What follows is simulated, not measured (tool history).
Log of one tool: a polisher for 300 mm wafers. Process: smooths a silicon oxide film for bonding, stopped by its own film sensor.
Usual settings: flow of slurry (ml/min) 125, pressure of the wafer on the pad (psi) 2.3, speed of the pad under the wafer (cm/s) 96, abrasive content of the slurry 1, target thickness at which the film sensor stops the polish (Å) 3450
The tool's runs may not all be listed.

run    hour  flow of slurry (ml/min)  pressure of the wafer on the pad (psi)  speed of the pad under the wafer (cm/s)  abrasive content of the slurry  target thickness at which the film sensor stops the polish (Å)  wafers since the last listed run  wafers polished on this pad  hours since the slurry nozzle was cleaned  hours since the head pressure was calibrated  hours since the slurry blender was calibrated  incoming thickness of the incoming film, nm  time until the film sensor stopped the polish (s)
  1       0                      125                                     2.3                                       96                               1                                                            3450                                 0                         4444                                      427.8                                         960.1                                          122.9                                        430.7                                              121.2
       73.4  -- head pressure recalibrated
  2    73.9                      125                                     2.3                                       96                               1                                                            3450                               885                         5329                                      501.7                                           0.5                                          196.8                                        437.4                                              138.7
       82.1  -- slurry nozzle cleaned
  3   113.3                      125                                     2.3                                       96                               1                                                            3450                               472                         5802                                       31.2                                          39.9                                          236.2                                        427.8                                              127.3
      145.6  -- worn pad replaced by a new one
  4   151.9                      125                                     2.3                                       96                             0.9                                                            3450                               426                           77                                       69.8                                          78.5                                          274.8                                        420.1                                              107.9
  5   236.6                      125                                     2.3                                       96                               1                                                            3450                              1042                         1120                                      154.5                                         163.2                                          359.5                                          435                                              126.1
  6   317.1                      125                                     2.3                                       96                               1                                                            3450                               991                         2111                                        235                                         243.7                                            440                                        438.8                                              134.7
        329  -- slurry blender recalibrated
  7   368.1                      125                                     2.3                                       96                               1                                                            3450                               603                         2714                                        286                                         294.7                                           39.1                                        432.9                                              117.5
  8     437                      125                                     2.3                                       96                            0.85                                                            3450                               848                         3563                                      354.9                                         363.6                                            108                                        439.9                                                140
  9   475.1                      125                                     2.3                                       96                            0.85                                                            3450                               469                         4032                                        393                                         401.7                                          146.1                                        425.9                                              119.9
      542.8  -- slurry nozzle cleaned
 10   545.2                      125                                     2.3                                       96                               1                                                            3450                               850                         4883                                        2.4                                         471.8                                          216.2                                        433.2                                              129.1
 11   647.5                      105                                     2.3                                       96                               1                                                            3450                              1259                         6142                                      104.7                                         574.1                                          318.5                                        435.8                                              146.1
      683.5  -- worn pad replaced by a new one
 12   700.9                      105                                     2.3                                       96                               1                                                            3450                               608                          213                                      158.1                                         627.5                                          371.9                                        424.9                                              116.6
 13   807.3                      155                                     2.3                                       96                               1                                                            3450                              1310                         1523                                      264.5                                         733.9                                          478.3                                        431.2                                              116.1
 14   854.1                       80                                     1.7                                       96                               1                                                            3450                               576                         2100                                      311.3                                         780.7                                          525.1                                        429.7                                              180.6
      880.7  -- slurry blender recalibrated
 15   949.9                      150                                     2.3                                       78                            1.25                                                            3160                              1154                         3255                                      407.1                                         876.5                                           69.2                                        426.9                                              160.9
 16  1018.4                      125                                     2.3                                       62                               1                                                            3450                               843                         4098                                      475.6                                           945                                          137.7                                        435.3                                              181.8
     1036.3  -- slurry nozzle cleaned
 17  1087.7                      125                                     2.3                                       96                               1                                                            3450                               840                         4939                                       51.4                                        1014.3                                            207                                        422.2                                              115.3
 18  1132.5                       95                                     2.3                                       96                               1                                                            3450                               551                         5491                                       96.2                                        1059.1                                          251.8                                        422.4                                              123.6
 19  1232.5                      125                                     2.3                                       72                               1                                                            3450                              1231                         6722                                      196.2                                        1159.1                                          351.8                                        428.3                                              171.7
     1238.4  -- worn pad replaced by a new one
     1239.3  -- head pressure recalibrated
 20  1286.7                      125                                     2.3                                       96                               1                                                            3450                               606                          583                                      250.4                                          47.4                                            406                                        437.1                                              129.9
     1338.8  -- slurry blender recalibrated
 21  1384.1                      125                                     2.3                                       96                               1                                                            3450                              1174                         1758                                      347.8                                         144.8                                           45.3                                        428.1                                              110.8
 22  1440.5                      105                                     2.6                                       76                             0.9                                                            3450                               694                         2452                                      404.2                                         201.2                                          101.7                                        438.1                                              146.4
 23  1507.1                      160                                     2.7                                      122                               1                                                            3660                               820                         3272                                      470.8                                         267.8                                          168.3                                        427.1                                               59.9
 24  1549.1                      125                                     2.6                                       96                               1                                                            3450                               517                         3790                                      512.8                                         309.8                                          210.3                                        430.2                                              110.9
     1584.6  -- slurry nozzle cleaned
 25  1610.4                      125                                     2.3                                       64                               1                                                            3450                               742                         4532                                       25.8                                         371.1                                          271.6                                        436.2                                              191.5
 26  1679.6                      125                                     2.3                                      128                               1                                                            3450                               852                         5384                                         95                                         440.3                                          340.8                                        432.5                                              108.8

Forecast run 27:
 27  1739.1                      125                                     2.3                                      128                               1                                                            3450                               732                         6117                                      154.5                                         499.8                                          400.3                                        429.4                                                  ?

Run 27 gave time until the film sensor stopped the polish (s) 109.7.
Without the tool's hidden state the same run would have given time until the film sensor stopped the polish (s) 84.3.
